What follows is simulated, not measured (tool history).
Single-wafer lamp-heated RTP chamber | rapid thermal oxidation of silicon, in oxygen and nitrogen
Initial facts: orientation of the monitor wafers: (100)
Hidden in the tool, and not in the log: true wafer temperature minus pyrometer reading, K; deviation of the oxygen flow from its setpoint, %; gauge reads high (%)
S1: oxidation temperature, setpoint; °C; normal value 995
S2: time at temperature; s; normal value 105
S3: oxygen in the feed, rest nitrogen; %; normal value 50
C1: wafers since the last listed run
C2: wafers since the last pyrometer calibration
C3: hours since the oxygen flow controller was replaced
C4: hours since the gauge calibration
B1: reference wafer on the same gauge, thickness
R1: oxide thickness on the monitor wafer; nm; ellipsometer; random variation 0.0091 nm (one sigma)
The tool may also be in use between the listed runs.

run	hour	S1	S2	S3	C1	C2	C3	C4	B1	R1
1	0	995	105	50	0	3183	4186.5	364.2	6.572	6.021
2	40.5	995	105	50	550	3734	4227	404.7	6.569	6.022
3	120.6	978	105	50	1089	4824	4307.1	484.8	6.569	5.328
4	164.8	978	105	50	601	5425	4351.3	529	6.568	5.324
5	265.1	1015	105	50	1364	6790	4451.6	629.3	6.572	6.954
# hour 362.1: pyrometer window cleaned and pyrometer calibrated
6	438.2	971	105	56	2246	1035	4624.7	802.4	6.573	5.215
7	487.4	971	105	56	669	1705	4673.9	851.6	6.574	5.224
8	575.2	971	105	56	1194	2899	4761.7	939.4	6.574	5.219
9	667.1	995	105	50	1250	4150	4853.6	1031.3	6.57	6.002
10	744.3	995	105	50	1050	5200	4930.8	1108.5	6.571	5.99
11	842.7	986	127	50	1338	6538	5029.2	1206.9	6.571	6.134
# hour 906.3: pyrometer window cleaned and pyrometer calibrated
12	942.8	986	127	50	1252	496	5129.3	1307	6.571	6.052
13	1039	986	127	50	1308	1804	5225.5	1403.2	6.57	6.083
14	1144	995	105	50	1428	3233	5330.5	1508.2	6.57	5.993
15	1205.8	995	105	62	840	4074	5392.3	1570	6.568	6.465
16	1300.4	995	105	62	1286	5361	5486.9	1664.6	6.57	6.475
17	1396.7	1013	105	41	1310	6671	5583.2	1760.9	6.572	6.345
18	1467.4	995	105	50	961	7633	5653.9	1831.6	6.575	6.009
19	1563.1	995	105	50	1301	8935	5749.6	1927.3	6.569	6.024
# hour 1577.2: pyrometer window cleaned and pyrometer calibrated
20	1670.6	995	105	50	1353	1270	5857.1	2034.8	6.567	5.957
21	1760.6	981	69	50	1224	2494	5947.1	2124.8	6.568	4.52
22	1844.3	995	105	50	1138	3633	6030.8	2208.5	6.567	5.964
23	1888.8	995	105	50	605	4238	6075.3	2253	6.569	5.993
# hour 1965.4: oxygen flow controller replaced
24	1987.2	995	105	50	1229	5468	21.8	2351.4	6.57	6.093
25	2032.6	986	105	28	617	6086	67.2	2396.8	6.573	4.728
26	2072.8	987	105	50	546	6633	107.4	2437	6.566	5.756
# hour 2108.6: gauge calibrated
27	2168.1	981	156	59	1296	7929	202.7	59.5	6.572	6.955
28	2224.3	995	105	50	764	8694	258.9	115.7	6.572	6.09
# hour 2276.8: pyrometer window cleaned and pyrometer calibrated
29	2277.3	995	127	37	612	6	311.9	168.7	6.569	5.892
30	2348.8	975	105	33	972	979	383.4	240.2	6.571	4.59
31	2426.7	995	80	50	1059	2039	461.3	318.1	6.568	5.374
32	2508.4	1008	144	37	1111	3150	543	399.8	6.569	6.932
33	2544.5	995	105	50	491	3641	579.1	435.9	6.567	6.072
34	2614.6	1008	56	71	953	4595	649.2	506	6.569	5.717
35	2660.3	995	105	29	621	5217	694.9	551.7	6.568	5.068
36	2758.4	965	157	75	1334	6551	793	649.8	6.568	6.682
37	2863.2	1019	142	79	1425	7977	897.8	754.6	6.573	9.753

Hidden condition of the tool, last listed run before each entry between runs versus first listed run after:
Runs 5 to 6: pyrometer window cleaned and pyrometer calibrated (hour 362.1)
  true wafer temperature minus pyrometer reading, K: 1.94 -> 0.659; deviation of the oxygen flow from its setpoint, %: -5.37 -> -5.6
  measured less the result without the state, R1: +0.028 -> -0.019 nm
Runs 11 to 12: pyrometer window cleaned and pyrometer calibrated (hour 906.3)
  true wafer temperature minus pyrometer reading, K: 1.78 -> 0.407; deviation of the oxygen flow from its setpoint, %: -6.14 -> -6.27
  measured less the result without the state, R1: +0.012 -> -0.051 nm
Runs 19 to 20: pyrometer window cleaned and pyrometer calibrated (hour 1577.2)
  true wafer temperature minus pyrometer reading, K: 1.91 -> 0.804; deviation of the oxygen flow from its setpoint, %: -7.11 -> -7.25
  measured less the result without the state, R1: +0.006 -> -0.044 nm
Runs 23 to 24: oxygen flow controller replaced (hour 1965.4)
  true wafer temperature minus pyrometer reading, K: 1.59 -> 1.75; deviation of the oxygen flow from its setpoint, %: -7.54 -> 1.72
  measured less the result without the state, R1: -0.013 -> +0.094 nm
Runs 26 to 27: gauge calibrated (hour 2108.6)
  true wafer temperature minus pyrometer reading, K: 1.84 -> 1.9; deviation of the oxygen flow from its setpoint, %: 1.6 -> 1.47
  measured less the result without the state, R1: +0.091 -> +0.114 nm
Runs 28 to 29: pyrometer window cleaned and pyrometer calibrated (hour 2276.8)
  true wafer temperature minus pyrometer reading, K: 1.93 -> 0.0595; deviation of the oxygen flow from its setpoint, %: 1.4 -> 1.33
  measured less the result without the state, R1: +0.099 -> +0.019 nm
